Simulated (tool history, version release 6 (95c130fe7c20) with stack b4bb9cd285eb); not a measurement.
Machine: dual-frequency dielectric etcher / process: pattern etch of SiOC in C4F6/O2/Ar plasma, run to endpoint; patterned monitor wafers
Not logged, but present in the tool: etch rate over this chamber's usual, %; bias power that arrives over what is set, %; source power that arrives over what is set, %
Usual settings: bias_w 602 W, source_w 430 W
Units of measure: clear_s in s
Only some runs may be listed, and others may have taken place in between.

run	hour	bias_w	source_w	wafers since the last listed run	hours since the last wet clean	hours since the last bias power generator calibration	hours since the last source power generator calibration	hours since the last upper electrode change	incoming incoming film thickness, nm	clear_s
1	0	602	430	0	256.5	2328.3	4860.7	6715.8	34.97	10.1
2	15.3	602	430	219	271.8	2343.6	4876	6731.1	35.11	10.1
3	30.1	602	430	212	286.6	2358.4	4890.8	6745.9	35.13	10
4	43.2	602	390	187	299.7	2371.5	4903.9	6759	35.14	10.6
5	50.2	602	430	100	306.7	2378.5	4910.9	6766	35.34	10.1
6	60.7	602	430	150	317.2	2389	4921.4	6776.5	34.79	9.9
7	77.3	602	430	238	333.8	2405.6	4938	6793.1	35.06	10.1
# hour 103.8: upper electrode replaced
8	104.3	602	430	43	360.8	2432.6	4965	0.5	34.86	10
9	104.6	602	430	4	361.1	2432.9	4965.3	0.8	35	10
# hour 114.2: source power generator calibrated
10	114.7	602	430	87	371.2	2443	0.5	10.9	34.95	9.8
11	128	546	500	190	384.5	2456.3	13.8	24.2	34.93	9.8
12	137.4	475	510	134	393.9	2465.7	23.2	33.6	35.06	10.7
13	151.2	602	430	198	407.7	2479.5	37	47.4	35.17	9.8
# hour 178.2: wet clean of the chamber
14	178.7	602	430	50	0.5	2507	64.5	74.9	34.77	10.5
15	179	602	370	4	0.8	2507.3	64.8	75.2	34.77	11.5
# hour 185.4: bias power generator calibrated
16	189.2	455	370	88	11	3.8	75	85.4	34.97	13.7
17	197.4	528	430	117	19.2	12	83.2	93.6	35.18	11.6
18	248.7	483	510	736	70.5	63.3	134.5	144.9	34.97	11.1
19	257.2	494	350	121	79	71.8	143	153.4	34.77	13.2
20	274.6	643	490	249	96.4	89.2	160.4	170.8	34.77	9.4
21	314.6	655	510	573	136.4	129.2	200.4	210.8	34.96	9

Results for each run, recomputed without the tool's hidden state and with each run's random variation untouched:
run	clear_s
1	10.6
2	10.6
3	10.6
4	11.1
5	10.6
6	10.4
7	10.6
8	10.6
9	10.6
10	10.5
11	10.4
12	11.4
13	10.4
14	10.5
15	11.4
16	13.7
17	11.6
18	11.1
19	13.2
20	9.5
21	9.1

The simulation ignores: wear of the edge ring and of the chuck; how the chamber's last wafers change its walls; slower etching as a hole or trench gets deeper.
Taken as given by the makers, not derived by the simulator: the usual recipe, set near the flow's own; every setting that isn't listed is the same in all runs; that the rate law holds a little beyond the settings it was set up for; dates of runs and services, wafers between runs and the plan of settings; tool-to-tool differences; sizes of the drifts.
